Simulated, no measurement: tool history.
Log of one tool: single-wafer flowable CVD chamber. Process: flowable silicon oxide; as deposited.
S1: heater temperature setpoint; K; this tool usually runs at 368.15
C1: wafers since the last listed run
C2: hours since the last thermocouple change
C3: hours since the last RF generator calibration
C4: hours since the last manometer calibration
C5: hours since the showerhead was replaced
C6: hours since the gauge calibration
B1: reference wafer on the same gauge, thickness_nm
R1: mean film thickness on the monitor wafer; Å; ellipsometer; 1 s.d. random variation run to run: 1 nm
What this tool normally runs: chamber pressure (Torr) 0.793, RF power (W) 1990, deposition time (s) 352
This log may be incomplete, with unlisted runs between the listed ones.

run 1 hour=0 | S1=368.15 chamber_pressure_(Torr)=0.793 RF_power_(W)=1775 deposition_time_(s)=352 | C1=0 C2=2969.3 C3=1556.9 C4=1512 C5=3278.5 C6=515.4 | B1=251.087 | R1=2579.68
run 2 hour=49.6 | S1=368.15 chamber_pressure_(Torr)=0.793 RF_power_(W)=2095 deposition_time_(s)=352 | C1=254 C2=3018.9 C3=1606.5 C4=1561.6 C5=3328.1 C6=565 | B1=251.055 | R1=2782.51
run 3 hour=105.8 | S1=368.15 chamber_pressure_(Torr)=0.793 RF_power_(W)=1990 deposition_time_(s)=352 | C1=288 C2=3075.1 C3=1662.7 C4=1617.8 C5=3384.3 C6=621.2 | B1=251.048 | R1=2740.34
run 4 hour=146.7 | S1=368.15 chamber_pressure_(Torr)=0.793 RF_power_(W)=1990 deposition_time_(s)=352 | C1=209 C2=3116 C3=1703.6 C4=1658.7 C5=3425.2 C6=662.1 | B1=251.295 | R1=2787.54
-- hour=179.7 showerhead replaced
run 5 hour=203.8 | S1=373.15 chamber_pressure_(Torr)=0.793 RF_power_(W)=1990 deposition_time_(s)=352 | C1=251 C2=3173.1 C3=1760.7 C4=1715.8 C5=24.1 C6=719.2 | B1=250.906 | R1=2368.07
-- hour=237.8 thermocouple changed; heater temperature recalibrated
run 6 hour=243.2 | S1=373.15 chamber_pressure_(Torr)=0.793 RF_power_(W)=1990 deposition_time_(s)=352 | C1=160 C2=5.4 C3=1800.1 C4=1755.2 C5=63.5 C6=758.6 | B1=251.235 | R1=2168.29
run 7 hour=270 | S1=373.15 chamber_pressure_(Torr)=0.793 RF_power_(W)=1990 deposition_time_(s)=352 | C1=137 C2=32.2 C3=1826.9 C4=1782 C5=90.3 C6=785.4 | B1=250.807 | R1=2164.88
run 8 hour=341 | S1=368.15 chamber_pressure_(Torr)=0.722 RF_power_(W)=2080 deposition_time_(s)=352 | C1=363 C2=103.2 C3=1897.9 C4=1853 C5=161.3 C6=856.4 | B1=250.7 | R1=2352.32
run 9 hour=379.4 | S1=368.15 chamber_pressure_(Torr)=0.722 RF_power_(W)=2080 deposition_time_(s)=352 | C1=196 C2=141.6 C3=1936.3 C4=1891.4 C5=199.7 C6=894.8 | B1=250.41 | R1=2371.86
run 10 hour=416.8 | S1=357.15 chamber_pressure_(Torr)=0.793 RF_power_(W)=1990 deposition_time_(s)=402 | C1=191 C2=179 C3=1973.7 C4=1928.8 C5=237.1 C6=932.2 | B1=251.25 | R1=4023.92
-- hour=466.3 capacitance manometer re-zeroed and calibrated
run 11 hour=466.8 | S1=357.15 chamber_pressure_(Torr)=0.793 RF_power_(W)=2215 deposition_time_(s)=291 | C1=215 C2=229 C3=2023.7 C4=0.5 C5=287.1 C6=982.2 | B1=250.819 | R1=2851.17
-- hour=496.5 gauge calibrated
run 12 hour=549.1 | S1=368.15 chamber_pressure_(Torr)=0.875 RF_power_(W)=2340 deposition_time_(s)=414 | C1=421 C2=311.3 C3=2106 C4=82.8 C5=369.4 C6=52.6 | B1=251.323 | R1=3320.76
run 13 hour=579 | S1=368.15 chamber_pressure_(Torr)=0.793 RF_power_(W)=1990 deposition_time_(s)=352 | C1=153 C2=341.2 C3=2135.9 C4=112.7 C5=399.3 C6=82.5 | B1=251.18 | R1=2444.98
run 14 hour=604.9 | S1=368.15 chamber_pressure_(Torr)=0.793 RF_power_(W)=1990 deposition_time_(s)=352 | C1=132 C2=367.1 C3=2161.8 C4=138.6 C5=425.2 C6=108.4 | B1=250.985 | R1=2448.81
run 15 hour=669.4 | S1=359.15 chamber_pressure_(Torr)=0.624 RF_power_(W)=1750 deposition_time_(s)=352 | C1=330 C2=431.6 C3=2226.3 C4=203.1 C5=489.7 C6=172.9 | B1=251.343 | R1=2372.14
run 16 hour=707.6 | S1=368.15 chamber_pressure_(Torr)=0.793 RF_power_(W)=1620 deposition_time_(s)=352 | C1=195 C2=469.8 C3=2264.5 C4=241.3 C5=527.9 C6=211.1 | B1=251.015 | R1=2180.71
-- hour=721 RF generator calibrated
run 17 hour=844.9 | S1=368.15 chamber_pressure_(Torr)=0.793 RF_power_(W)=1990 deposition_time_(s)=352 | C1=662 C2=607.1 C3=123.9 C4=378.6 C5=665.2 C6=348.4 | B1=250.764 | R1=2465.46
run 18 hour=916.5 | S1=357.15 chamber_pressure_(Torr)=0.793 RF_power_(W)=2185 deposition_time_(s)=352 | C1=367 C2=678.7 C3=195.5 C4=450.2 C5=736.8 C6=420 | B1=251.14 | R1=3517.51
run 19 hour=954.9 | S1=368.15 chamber_pressure_(Torr)=0.793 RF_power_(W)=1625 deposition_time_(s)=352 | C1=196 C2=717.1 C3=233.9 C4=488.6 C5=775.2 C6=458.4 | B1=250.462 | R1=2229.53
run 20 hour=993 | S1=368.15 chamber_pressure_(Torr)=0.681 RF_power_(W)=1990 deposition_time_(s)=352 | C1=195 C2=755.2 C3=272 C4=526.7 C5=813.3 C6=496.5 | B1=250.943 | R1=2127.53
run 21 hour=1060.5 | S1=358.15 chamber_pressure_(Torr)=0.643 RF_power_(W)=1990 deposition_time_(s)=352 | C1=346 C2=822.7 C3=339.5 C4=594.2 C5=880.8 C6=564 | B1=251.061 | R1=2699.03
run 22 hour=1095 | S1=368.15 chamber_pressure_(Torr)=0.793 RF_power_(W)=1990 deposition_time_(s)=352 | C1=176 C2=857.2 C3=374 C4=628.7 C5=915.3 C6=598.5 | B1=251.393 | R1=2485.81
run 23 hour=1119.4 | S1=368.15 chamber_pressure_(Torr)=0.793 RF_power_(W)=1990 deposition_time_(s)=372 | C1=125 C2=881.6 C3=398.4 C4=653.1 C5=939.7 C6=622.9 | B1=251.487 | R1=2628.81

Run 24 comes next. What will it give?
run 24 hour=1174.8 | S1=379.15 chamber_pressure_(Torr)=0.687 RF_power_(W)=2385 deposition_time_(s)=333 | C1=283 C2=937 C3=453.8 C4=708.5 C5=995.1 C6=678.3 | B1=? | R1=?

{"run 24": {"B1": 251.628, "R1": 1522.51}}
Without the tool's hidden state the same run would have given R1 1485.48 Å.
